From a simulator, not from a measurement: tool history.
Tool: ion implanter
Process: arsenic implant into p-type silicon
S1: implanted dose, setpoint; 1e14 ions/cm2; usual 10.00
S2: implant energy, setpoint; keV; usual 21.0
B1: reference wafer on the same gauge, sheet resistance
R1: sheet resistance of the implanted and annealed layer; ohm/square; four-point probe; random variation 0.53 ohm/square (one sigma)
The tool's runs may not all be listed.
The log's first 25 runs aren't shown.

| run | hour | S1 | S2 | B1 | R1 |
|---|---|---|---|---|---|
| 26 | 2202.5 | 10.00 | 21.0 | 129.09 | 117.87 |
|  | 2273.8 | extraction supply calibrated |
| 27 | 2292.2 | 7.80 | 16.0 | 129.07 | 144.39 |
| 28 | 2372.0 | 10.00 | 21.0 | 128.82 | 119.55 |
| 29 | 2425.4 | 12.54 | 18.0 | 129.00 | 104.67 |
| 30 | 2470.0 | 10.75 | 21.0 | 129.10 | 112.37 |
| 31 | 2568.9 | 7.21 | 25.5 | 129.12 | 146.07 |
| 32 | 2611.4 | 11.54 | 24.0 | 129.10 | 106.47 |
| 33 | 2679.6 | 10.00 | 21.0 | 128.90 | 118.86 |
| 34 | 2772.5 | 10.00 | 21.0 | 128.85 | 118.60 |
| 35 | 2860.4 | 10.00 | 27.0 | 129.11 | 114.73 |
|  | 2905.3 | Faraday cup replaced and dose calibrated |
| 36 | 2964.6 | 11.44 | 24.5 | 128.94 | 106.91 |
| 37 | 3014.8 | 10.00 | 21.0 | 129.02 | 119.16 |
| 38 | 3056.8 | 10.00 | 16.0 | 128.97 | 121.63 |

Forecast each of these 3 alternatives for the next run:
| A | 3057.2 | 10.00 | 21.0 | ? | ? |
| B | 3057.2 | 12.27 | 15.5 | ? | ? |
| C | 3057.2 | 8.51 | 15.0 | ? | ? |

| run | B1 | R1 |
|---|---|---|
| A | 129.07 | 119.77 |
| B | 129.07 | 108.88 |
| C | 129.07 | 138.08 |
Without the tool's hidden state the same runs would have given:
| run | R1 |
|---|---|
| A | 119.77 |
| B | 108.88 |
| C | 138.08 |
